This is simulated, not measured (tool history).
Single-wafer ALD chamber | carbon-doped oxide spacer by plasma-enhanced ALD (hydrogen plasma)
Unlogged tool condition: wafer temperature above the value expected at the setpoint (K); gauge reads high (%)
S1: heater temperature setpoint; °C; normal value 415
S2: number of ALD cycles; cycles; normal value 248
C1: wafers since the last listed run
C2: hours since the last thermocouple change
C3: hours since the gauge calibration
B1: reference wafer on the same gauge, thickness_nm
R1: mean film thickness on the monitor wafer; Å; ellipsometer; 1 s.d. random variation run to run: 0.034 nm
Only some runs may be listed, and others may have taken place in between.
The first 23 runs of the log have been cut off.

run 24 hour=283.4 | S1=403 S2=234 | C1=12 C2=92.2 C3=402.9 | B1=12.795 | R1=118.03
-- hour=290.9 gauge calibrated
run 25 hour=292.5 | S1=429 S2=291 | C1=14 C2=101.3 C3=1.6 | B1=12.787 | R1=136.35
run 26 hour=303.4 | S1=421 S2=203 | C1=16 C2=112.2 C3=12.5 | B1=12.783 | R1=97.92
run 27 hour=320.7 | S1=405 S2=287 | C1=26 C2=129.5 C3=29.8 | B1=12.808 | R1=144.83
run 28 hour=332.1 | S1=405 S2=234 | C1=17 C2=140.9 C3=41.2 | B1=12.790 | R1=118.00
run 29 hour=341.8 | S1=415 S2=230 | C1=14 C2=150.6 C3=50.9 | B1=12.781 | R1=112.32
run 30 hour=356.7 | S1=415 S2=248 | C1=22 C2=165.5 C3=65.8 | B1=12.800 | R1=121.81
run 31 hour=374.0 | S1=408 S2=204 | C1=26 C2=182.8 C3=83.1 | B1=12.797 | R1=101.85
run 32 hour=386.4 | S1=415 S2=248 | C1=19 C2=195.2 C3=95.5 | B1=12.801 | R1=121.81
run 33 hour=396.7 | S1=409 S2=265 | C1=15 C2=205.5 C3=105.8 | B1=12.794 | R1=132.26
run 34 hour=414.5 | S1=423 S2=292 | C1=27 C2=223.3 C3=123.6 | B1=12.820 | R1=139.65
run 35 hour=428.0 | S1=415 S2=286 | C1=20 C2=236.8 C3=137.1 | B1=12.797 | R1=140.38
run 36 hour=442.0 | S1=415 S2=270 | C1=21 C2=250.8 C3=151.1 | B1=12.786 | R1=132.04
run 37 hour=448.5 | S1=415 S2=248 | C1=10 C2=257.3 C3=157.6 | B1=12.792 | R1=120.65
run 38 hour=455.5 | S1=415 S2=264 | C1=10 C2=264.3 C3=164.6 | B1=12.797 | R1=129.57
run 39 hour=464.7 | S1=415 S2=248 | C1=14 C2=273.5 C3=173.8 | B1=12.809 | R1=121.45
run 40 hour=479.9 | S1=421 S2=213 | C1=23 C2=288.7 C3=189.0 | B1=12.812 | R1=102.33
run 41 hour=492.4 | S1=415 S2=219 | C1=19 C2=301.2 C3=201.5 | B1=12.791 | R1=107.00
run 42 hour=499.5 | S1=400 S2=204 | C1=10 C2=308.3 C3=208.6 | B1=12.799 | R1=103.89

4 options for the next run, each taken on its own from the tool as it stands now. Forecast them:
run A hour=500.3 | S1=415 S2=248 | C1=1 C2=309.1 C3=209.4 | B1=? | R1=?
run B hour=500.3 | S1=415 S2=227 | C1=1 C2=309.1 C3=209.4 | B1=? | R1=?
run C hour=500.3 | S1=415 S2=265 | C1=1 C2=309.1 C3=209.4 | B1=? | R1=?
run D hour=500.3 | S1=410 S2=248 | C1=1 C2=309.1 C3=209.4 | B1=? | R1=?

run=A B1=12.804 R1=121.12
run=B B1=12.804 R1=110.87
run=C B1=12.804 R1=129.43
run=D B1=12.804 R1=122.80
The same runs, with their run-to-run variation unchanged, on a tool lacking any hidden condition would have given:
run=A R1=121.12
run=B R1=110.87
run=C R1=129.43
run=D R1=122.80
